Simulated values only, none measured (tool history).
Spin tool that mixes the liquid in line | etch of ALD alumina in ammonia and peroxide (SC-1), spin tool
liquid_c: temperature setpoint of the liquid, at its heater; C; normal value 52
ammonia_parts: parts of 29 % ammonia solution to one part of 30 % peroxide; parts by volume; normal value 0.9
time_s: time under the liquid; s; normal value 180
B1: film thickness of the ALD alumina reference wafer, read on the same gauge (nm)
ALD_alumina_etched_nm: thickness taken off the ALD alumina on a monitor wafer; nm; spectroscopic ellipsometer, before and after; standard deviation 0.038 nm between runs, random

run 1 day=0 | liquid_c=52 ammonia_parts=1.05 time_s=180 | B1=150.03 | ALD_alumina_etched_nm=8.3
run 2 day=1.029 | liquid_c=52 ammonia_parts=1.05 time_s=180 | B1=150.03 | ALD_alumina_etched_nm=8.28
run 3 day=2.154 | liquid_c=52 ammonia_parts=1.05 time_s=180 | B1=149.99 | ALD_alumina_etched_nm=8.29
run 4 day=3.267 | liquid_c=52 ammonia_parts=0.9 time_s=180 | B1=150 | ALD_alumina_etched_nm=8.16
run 5 day=4.492 | liquid_c=52 ammonia_parts=0.9 time_s=145 | B1=149.98 | ALD_alumina_etched_nm=6.58
-- day=4.75 heated supply line repaired
run 6 day=5.342 | liquid_c=52 ammonia_parts=0.9 time_s=220 | B1=149.99 | ALD_alumina_etched_nm=10.8
run 7 day=6.808 | liquid_c=52 ammonia_parts=0.9 time_s=180 | B1=150.01 | ALD_alumina_etched_nm=8.81
-- day=7.4 new drum of ammonia solution connected
run 8 day=8.304 | liquid_c=45 ammonia_parts=0.9 time_s=285 | B1=149.97 | ALD_alumina_etched_nm=9.46
run 9 day=9.242 | liquid_c=52 ammonia_parts=0.9 time_s=180 | B1=149.99 | ALD_alumina_etched_nm=8.75
run 10 day=9.796 | liquid_c=52 ammonia_parts=0.65 time_s=225 | B1=150.01 | ALD_alumina_etched_nm=10.72
run 11 day=11.246 | liquid_c=43.5 ammonia_parts=1.2 time_s=265 | B1=150.02 | ALD_alumina_etched_nm=8.24
run 12 day=12.508 | liquid_c=49 ammonia_parts=0.9 time_s=180 | B1=150.01 | ALD_alumina_etched_nm=7.49
run 13 day=13.288 | liquid_c=52 ammonia_parts=0.9 time_s=120 | B1=150.01 | ALD_alumina_etched_nm=5.85
run 14 day=14.512 | liquid_c=47 ammonia_parts=0.9 time_s=180 | B1=150 | ALD_alumina_etched_nm=6.71

The next listed run, before its measurement:
run 15 day=15.462 | liquid_c=49 ammonia_parts=1.05 time_s=275 | B1=? | ALD_alumina_etched_nm=?

{"run 15": {"B1": 150.01, "ALD_alumina_etched_nm": 11.52}}
With the hidden condition absent and the run-to-run variation left alone, this run would have shown ALD_alumina_etched_nm 11.66 nm.
